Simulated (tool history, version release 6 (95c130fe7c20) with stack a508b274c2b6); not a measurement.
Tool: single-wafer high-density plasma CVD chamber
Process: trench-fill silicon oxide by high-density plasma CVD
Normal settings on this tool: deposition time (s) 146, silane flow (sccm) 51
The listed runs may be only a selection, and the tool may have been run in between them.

run,hour,deposition time (s),silane flow (sccm),wafers since the last listed run,hours since the silane flow controller was replaced,hours since the gauge calibration,"read-back reference wafer on the same gauge, thickness_nm",mean film thickness on the monitor wafer (angstrom)
1,0,146,51,0,4017.6,41.3,694.485,7258.34
2,17.3,146,51,267,4034.9,58.6,695.314,7260.34
3,30.8,146,51,208,4048.4,72.1,695.824,7300.41
4,43.3,160,51,193,4060.9,84.6,696.292,7975.63
5,50,160,51,103,4067.6,91.3,696.463,7982.98
6,66.8,146,51,259,4084.4,108.1,696.991,7307.99
7,83.5,146,51,258,4101.1,124.8,697.469,7282.19
8,112.8,146,59,453,4130.4,154.1,697.589,7942.43
# hour 137.2: silane flow controller replaced
9,137.7,139,51,261,0.5,179,697.75,6926.86
10,161.6,139,51,369,24.4,202.9,698.214,6933.13
11,179.2,146,47,272,42,220.5,698.366,6983.44
12,196.5,146,47,267,59.3,237.8,697.977,6959.49
# hour 208.4: gauge calibrated
13,211.2,146,47,227,74,2.8,692.053,6888.89
14,227.6,146,60,253,90.4,19.2,693.114,7967.22
15,236.1,146,55,131,98.9,27.7,693.481,7588.29
16,244,146,51,122,106.8,35.6,694.196,7263.97
17,259,165,41,232,121.8,50.6,694.715,7297.17
18,271.3,125,51,190,134.1,62.9,695.697,6231.84
19,317.5,159,58,714,180.3,109.1,696.678,8538.63
20,329,146,51,177,191.8,120.6,696.799,7287.76
21,335.8,146,51,105,198.6,127.4,696.984,7293.69
22,348.8,133,45,201,211.6,140.4,697.355,6189.25
23,355.5,146,42,103,218.3,147.1,697.177,6543.02
24,363.1,146,51,117,225.9,154.7,697.733,7302.69
25,373.5,122,45,160,236.3,165.1,697.637,5667.05
26,389.2,146,45,242,252,180.8,697.708,6804.86

Hidden state, per run?
delivered silane flow above the setpoint (%): 0 in every run
H1: gauge reads high (%)
run,H1
1,0.499
2,0.616
3,0.691
4,0.751
5,0.779
6,0.84
7,0.889
8,0.954
9,0.993
10,1.02
11,1.04
12,1.05
13,0.125
14,0.306
15,0.386
16,0.453
17,0.564
18,0.64
19,0.842
20,0.876
21,0.895
22,0.925
23,0.939
24,0.954
25,0.972
26,0.994
